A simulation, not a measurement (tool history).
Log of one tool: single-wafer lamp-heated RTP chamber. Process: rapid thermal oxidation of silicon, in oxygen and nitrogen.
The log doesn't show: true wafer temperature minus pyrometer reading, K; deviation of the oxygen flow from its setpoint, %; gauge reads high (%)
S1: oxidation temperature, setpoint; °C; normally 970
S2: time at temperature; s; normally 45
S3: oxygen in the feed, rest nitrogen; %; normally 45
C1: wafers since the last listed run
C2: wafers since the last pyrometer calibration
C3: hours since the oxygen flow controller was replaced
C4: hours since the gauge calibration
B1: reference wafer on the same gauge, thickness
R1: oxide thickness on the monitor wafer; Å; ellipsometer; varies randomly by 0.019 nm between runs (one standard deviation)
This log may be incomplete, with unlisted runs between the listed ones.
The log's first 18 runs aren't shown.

run    hour   S1  S2  S3    C1     C2      C3      C4     B1     R1
 19  1220.4  959  56  45   807   5318   454.2   202.1  3.259  34.32
 20  1327.1  988  45  27  1647   6966   560.9   308.8  3.256  32.94
 21  1399.1  970  45  45  1112   8078   632.9   380.8  3.266  33.82
     1611.2  -- pyrometer window cleaned and pyrometer calibrated
 22  1663.4  948  45  24  3958    805   897.2   645.1  3.256  26.71
 23  1712.2  970  45  45   753   1559     946   693.9   3.26  33.68
 24  1812.7  970  32  45  1552   3111  1046.5   794.4   3.26   30.5
 25  1900.1  991  45  45  1349   4461  1133.9   881.8  3.256  38.68
 26    1951  970  45  45   786   5247  1184.8   932.7   3.26  33.94
 27  2031.7  980  51  32  1246   6494  1265.5  1013.4  3.259  34.22
 28  2126.9  970  23  45  1470   7964  1360.7  1108.6  3.256  27.63
 29  2207.3  970  45  45  1241   9206  1441.1    1189  3.258  34.37
 30  2260.5  999  67  30   821  10028  1494.3  1242.2   3.26  42.81
 31  2300.6  970  56  45   619  10647  1534.4  1282.3  3.256  37.03
     2436.6  -- pyrometer window cleaned and pyrometer calibrated
 32  2575.9  980  45  53  4128   2151  1809.7  1557.6  3.258  37.03
 33  2825.8  970  45  45  3859   6011  2059.6  1807.5  3.266     34
 34  3014.7  947  65  32  2917   8929  2248.5  1996.4  3.264  31.37
 35  3082.5  970  45  45  1047   9976  2316.3  2064.2  3.259  34.15
 36  3135.2  970  63  45   813  10790    2369  2116.9  3.264  38.94
       3194  -- pyrometer window cleaned and pyrometer calibrated
 37    3239  970  45  45  1479    695  2472.8  2220.7  3.256  33.38
 38  3311.1  997  60  26  1113   1809  2544.9  2292.8  3.263  37.71

3 options for the next run, each taken on its own from the tool as it stands now. Forecast them:
  A  3311.5  997  45  45   6  1815  2545.3  2293.2   ?   ?
  B  3311.5  978  45  30   6  1815  2545.3  2293.2   ?   ?
  C  3311.5  970  38  72   6  1815  2545.3  2293.2   ?   ?

run     B1     R1
  A  3.265  39.69
  B  3.265  31.75
  C  3.265  35.95
Without the tool's unlogged condition, the same runs would have read:
run     R1
  A  39.19
  B  31.43
  C   35.5
